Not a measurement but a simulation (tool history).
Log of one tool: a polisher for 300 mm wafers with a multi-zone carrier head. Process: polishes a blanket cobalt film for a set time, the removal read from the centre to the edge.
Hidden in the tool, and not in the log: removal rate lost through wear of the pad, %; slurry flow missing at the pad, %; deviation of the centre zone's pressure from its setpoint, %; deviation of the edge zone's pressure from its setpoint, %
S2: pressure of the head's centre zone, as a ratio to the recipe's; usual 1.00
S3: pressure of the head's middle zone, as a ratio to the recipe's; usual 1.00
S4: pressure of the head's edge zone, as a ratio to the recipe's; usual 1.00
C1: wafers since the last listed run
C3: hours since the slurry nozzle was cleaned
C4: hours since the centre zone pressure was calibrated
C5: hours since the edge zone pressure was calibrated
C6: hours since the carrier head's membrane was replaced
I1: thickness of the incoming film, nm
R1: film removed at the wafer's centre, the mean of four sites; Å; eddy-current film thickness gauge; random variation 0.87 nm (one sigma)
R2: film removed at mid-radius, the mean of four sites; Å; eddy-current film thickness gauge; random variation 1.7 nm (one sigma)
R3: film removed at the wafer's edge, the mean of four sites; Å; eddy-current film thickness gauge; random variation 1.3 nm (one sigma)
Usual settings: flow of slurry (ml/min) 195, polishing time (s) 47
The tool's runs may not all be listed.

Run 1, hour 0.0: usual settings but flow of slurry (ml/min) 160; C1 0; wafers polished on this pad 499; C3 89.6; C4 509.3; C5 49.1; C6 1728.8; I1 749.0. Result: R1 1158 Å, R2 1161 Å, R3 1193 Å.
Run 2, hour 25.9: usual settings but flow of slurry (ml/min) 160; C1 334; wafers polished on this pad 834; C3 115.5; C4 535.2; C5 75.0; C6 1754.7; I1 749.6. Result: R1 1147 Å, R2 1157 Å, R3 1206 Å.
Run 3, hour 73.6: usual settings but flow of slurry (ml/min) 160; C1 616; wafers polished on this pad 1450; C3 163.2; C4 582.9; C5 122.7; C6 1802.4; I1 758.6. Result: R1 1125 Å, R2 1142 Å, R3 1186 Å.
Run 4, hour 98.1: usual settings but polishing time (s) 37; C1 316; wafers polished on this pad 1766; C3 187.7; C4 607.4; C5 147.2; C6 1826.9; I1 748.9. Result: R1 926 Å, R2 947 Å, R3 963 Å.
Run 5, hour 168.8: usual settings but polishing time (s) 37; C1 913; wafers polished on this pad 2680; C3 258.4; C4 678.1; C5 217.9; C6 1897.6; I1 766.2. Result: R1 901 Å, R2 928 Å, R3 942 Å.
Run 6, hour 220.2: usual settings but polishing time (s) 38; C1 663; wafers polished on this pad 3344; C3 309.8; C4 729.5; C5 269.3; C6 1949.0; I1 753.5. Result: R1 923 Å, R2 938 Å, R3 962 Å.
At hour 253.3: worn pad replaced by a new one.
Run 7, hour 265.9: usual settings but S2 0.94, S4 1.04; C1 538; wafers polished on this pad 162; C3 355.5; C4 775.2; C5 315.0; C6 1994.7; I1 759.6. Result: R1 1074 Å, R2 1136 Å, R3 1217 Å.
At hour 274.6: centre zone pressure recalibrated.
At hour 302.9: carrier head's membrane replaced by a new one.
Run 8, hour 303.4: usual settings but flow of slurry (ml/min) 225, S2 1.04; C1 393; wafers polished on this pad 556; C3 393.0; C4 28.8; C5 352.5; C6 0.5; I1 761.3. Result: R1 1215 Å, R2 1166 Å, R3 1205 Å.
Run 9, hour 329.1: usual settings; C1 331; wafers polished on this pad 888; C3 418.7; C4 54.5; C5 378.2; C6 26.2; I1 751.6. Result: R1 1116 Å, R2 1128 Å, R3 1171 Å.
Run 10, hour 373.6: usual settings but S2 1.08, polishing time (s) 55; C1 574; wafers polished on this pad 1462; C3 463.2; C4 99.0; C5 422.7; C6 70.7; I1 754.6. Result: R1 1426 Å, R2 1375 Å, R3 1391 Å.
Run 11, hour 436.9: usual settings but flow of slurry (ml/min) 260, S2 0.93, S3 1.11, S4 1.03; C1 817; wafers polished on this pad 2280; C3 526.5; C4 162.3; C5 486.0; C6 134.0; I1 762.1. Result: R1 1115 Å, R2 1298 Å, R3 1235 Å.
Run 12, hour 491.0: usual settings; C1 698; wafers polished on this pad 2979; C3 580.6; C4 216.4; C5 540.1; C6 188.1; I1 760.0. Result: R1 1115 Å, R2 1121 Å, R3 1184 Å.
At hour 514.2: slurry nozzle cleaned.
Run 13, hour 534.1: usual settings but S2 1.05, S3 0.94, S4 0.93; C1 543; wafers polished on this pad 3523; C3 19.9; C4 259.5; C5 583.2; C6 231.2; I1 746.3. Result: R1 1295 Å, R2 1158 Å, R3 1194 Å.
At hour 577.8: worn pad replaced by a new one.
Run 14, hour 581.2: usual settings but flow of slurry (ml/min) 175, S3 1.10; C1 556; wafers polished on this pad 43; C3 67.0; C4 306.6; C5 630.3; C6 278.3; I1 759.8. Result: R1 1189 Å, R2 1320 Å, R3 1231 Å.
Run 15, hour 610.2: usual settings but flow of slurry (ml/min) 220, S2 0.95, S4 0.88, polishing time (s) 37; C1 374; wafers polished on this pad 418; C3 96.0; C4 335.6; C5 659.3; C6 307.3; I1 770.9. Result: R1 936 Å, R2 976 Å, R3 931 Å.
Run 16, hour 680.8: usual settings but S3 1.11; C1 911; wafers polished on this pad 1330; C3 166.6; C4 406.2; C5 729.9; C6 377.9; I1 768.4. Result: R1 1197 Å, R2 1308 Å, R3 1191 Å.
Run 17, hour 740.6: usual settings but S2 1.09, polishing time (s) 60; C1 772; wafers polished on this pad 2102; C3 226.4; C4 466.0; C5 789.7; C6 437.7; I1 771.7. Result: R1 1657 Å, R2 1539 Å, R3 1582 Å.
Run 18, hour 849.8: usual settings but flow of slurry (ml/min) 215, S2 0.88, S3 1.06, polishing time (s) 40; C1 1410; wafers polished on this pad 3513; C3 335.6; C4 575.2; C5 898.9; C6 546.9; I1 759.1. Result: R1 892 Å, R2 1105 Å, R3 1026 Å.
Run 19, hour 891.0: usual settings but flow of slurry (ml/min) 150, S2 0.94, S3 0.91; C1 532; wafers polished on this pad 4045; C3 376.8; C4 616.4; C5 940.1; C6 588.1; I1 749.4. Result: R1 1034 Å, R2 1036 Å, R3 1151 Å.
Run 20, hour 919.2: usual settings but flow of slurry (ml/min) 160, S4 1.07, polishing time (s) 53; C1 364; wafers polished on this pad 4409; C3 405.0; C4 644.6; C5 968.3; C6 616.3; I1 746.7. Result: R1 1251 Å, R2 1290 Å, R3 1360 Å.
At hour 937.0: worn pad replaced by a new one.
Run 21, hour 951.6: usual settings but S2 0.93; C1 366; wafers polished on this pad 188; C3 437.4; C4 677.0; C5 1000.7; C6 648.7; I1 766.1. Result: R1 1062 Å, R2 1181 Å, R3 1200 Å.
Run 22, hour 995.2: usual settings; C1 563; wafers polished on this pad 751; C3 481.0; C4 720.6; C5 1044.3; C6 692.3; I1 761.2. Result: R1 1149 Å, R2 1174 Å, R3 1182 Å.
At hour 1018.9: centre zone pressure recalibrated.
Run 23, hour 1062.3: usual settings but flow of slurry (ml/min) 125, S2 1.04; C1 840; wafers polished on this pad 1592; C3 548.1; C4 43.4; C5 1111.4; C6 759.4; I1 769.8. Result: R1 1085 Å, R2 1075 Å, R3 1132 Å.

The same runs without the tool's hidden state, with the same run-to-run variation:
run    R1    R2    R3
  1  1207  1204  1225
  2  1204  1208  1244
  3  1195  1206  1233
  4   980   996  1000
  5   965   988   986
  6   997  1005  1011
  7  1166  1222  1283
  8  1311  1249  1267
  9  1218  1220  1240
 10  1562  1492  1475
 11  1202  1389  1299
 12  1229  1223  1261
 13  1303  1165  1199
 14  1212  1343  1247
 15   957   996   944
 16  1243  1353  1221
 17  1737  1606  1633
 18   944  1162  1064
 19  1118  1111  1210
 20  1352  1382  1428
 21  1138  1256  1255
 22  1234  1251  1238
 23  1204  1177  1207
